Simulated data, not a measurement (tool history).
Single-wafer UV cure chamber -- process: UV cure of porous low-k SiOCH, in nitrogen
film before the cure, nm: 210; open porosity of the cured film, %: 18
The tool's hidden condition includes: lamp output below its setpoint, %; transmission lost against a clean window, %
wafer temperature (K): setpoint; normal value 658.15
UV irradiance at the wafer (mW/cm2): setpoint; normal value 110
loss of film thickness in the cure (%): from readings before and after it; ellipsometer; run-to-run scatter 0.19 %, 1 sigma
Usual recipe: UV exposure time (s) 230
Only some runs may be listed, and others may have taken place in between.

run,hour,wafer temperature (K),UV exposure time (s),UV irradiance at the wafer (mW/cm2),wafers since the last listed run,hours since the UV bulbs were replaced,wafers since the quartz window was cleaned,loss of film thickness in the cure (%)
1,0,658.15,230,110,0,644.5,1084,10.94
2,105.5,658.15,230,110,643,750,1727,10.807
3,166.7,658.15,230,80,373,811.2,2101,8.918
# hour 189.4: quartz window cleaned
4,261.6,658.15,230,139,530,906.1,440,12.192
5,323.3,658.15,230,139,376,967.8,817,12.253
6,365.3,658.15,230,139,256,1009.8,1073,11.819
7,428.1,658.15,230,110,383,1072.6,1456,11.071
8,501,658.15,230,110,444,1145.5,1901,10.774
9,593.8,658.15,230,110,566,1238.3,2467,10.328
# hour 627: quartz window cleaned
10,674.9,664.15,230,110,446,1319.4,292,11.165
11,716.6,658.15,230,96,254,1361.1,546,10.847
12,816.2,658.15,230,110,607,1460.7,1154,10.512
13,872.1,658.15,230,110,341,1516.6,1495,10.334
14,972.2,658.15,230,110,610,1616.7,2106,10.236
# hour 991.5: quartz window cleaned
15,1057.3,658.15,185,110,470,1701.8,401,10.353
# hour 1245.6: UV bulbs replaced
16,1248.6,658.15,305,143,1118,3,1519,12.971
# hour 1331.9: quartz window cleaned
17,1344.2,668.15,165,96,534,98.6,75,9.27
18,1450.7,658.15,315,150,649,205.1,725,13.748
19,1517.2,653.15,230,110,405,271.6,1130,10.633

Expected results for the next run?
20,1604.3,658.15,295,110,531,358.7,1662,?

{"run 20": {"loss of film thickness in the cure (%)": 11.524}}
With the hidden condition absent and the run-to-run variation left alone, this run would have shown loss of film thickness in the cure (%) 12.357.
